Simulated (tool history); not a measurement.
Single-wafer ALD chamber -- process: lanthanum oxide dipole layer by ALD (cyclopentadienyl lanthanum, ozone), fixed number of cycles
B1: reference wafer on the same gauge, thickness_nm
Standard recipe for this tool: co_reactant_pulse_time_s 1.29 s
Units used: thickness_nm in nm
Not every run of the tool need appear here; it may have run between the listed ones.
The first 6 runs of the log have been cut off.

run 7 hour=139.7 | co_reactant_pulse_time_s=1.29 | B1=0.433 | thickness_nm=0.533
run 8 hour=169.2 | co_reactant_pulse_time_s=1.29 | B1=0.434 | thickness_nm=0.535
run 9 hour=186.7 | co_reactant_pulse_time_s=1.60 | B1=0.433 | thickness_nm=0.554
run 10 hour=218.7 | co_reactant_pulse_time_s=1.60 | B1=0.434 | thickness_nm=0.554
run 11 hour=232.9 | co_reactant_pulse_time_s=1.29 | B1=0.434 | thickness_nm=0.527
run 12 hour=250.3 | co_reactant_pulse_time_s=1.29 | B1=0.433 | thickness_nm=0.534
run 13 hour=285.1 | co_reactant_pulse_time_s=1.29 | B1=0.433 | thickness_nm=0.537
run 14 hour=299.4 | co_reactant_pulse_time_s=0.94 | B1=0.432 | thickness_nm=0.484
-- hour=322.7 thermocouple changed; heater temperature recalibrated
run 15 hour=327.1 | co_reactant_pulse_time_s=0.94 | B1=0.433 | thickness_nm=0.489
run 16 hour=353.4 | co_reactant_pulse_time_s=1.29 | B1=0.433 | thickness_nm=0.530
run 17 hour=374.4 | co_reactant_pulse_time_s=1.29 | B1=0.433 | thickness_nm=0.533
run 18 hour=402.2 | co_reactant_pulse_time_s=0.91 | B1=0.434 | thickness_nm=0.481
run 19 hour=420.6 | co_reactant_pulse_time_s=1.03 | B1=0.433 | thickness_nm=0.502
-- hour=438.8 showerhead replaced
run 20 hour=450.8 | co_reactant_pulse_time_s=1.79 | B1=0.432 | thickness_nm=0.554
run 21 hour=483.8 | co_reactant_pulse_time_s=1.29 | B1=0.432 | thickness_nm=0.533
run 22 hour=513.9 | co_reactant_pulse_time_s=1.49 | B1=0.432 | thickness_nm=0.548

Estimate the outcome of run 23 from the log above:
-- hour=523.3 ozone generator serviced
run 23 hour=538.2 | co_reactant_pulse_time_s=1.68 | B1=? | thickness_nm=?

Run 23 yielded B1 0.434, thickness_nm 0.556 nm.
Minus the tool's unlogged condition, the same run would have read thickness_nm 0.556 nm.

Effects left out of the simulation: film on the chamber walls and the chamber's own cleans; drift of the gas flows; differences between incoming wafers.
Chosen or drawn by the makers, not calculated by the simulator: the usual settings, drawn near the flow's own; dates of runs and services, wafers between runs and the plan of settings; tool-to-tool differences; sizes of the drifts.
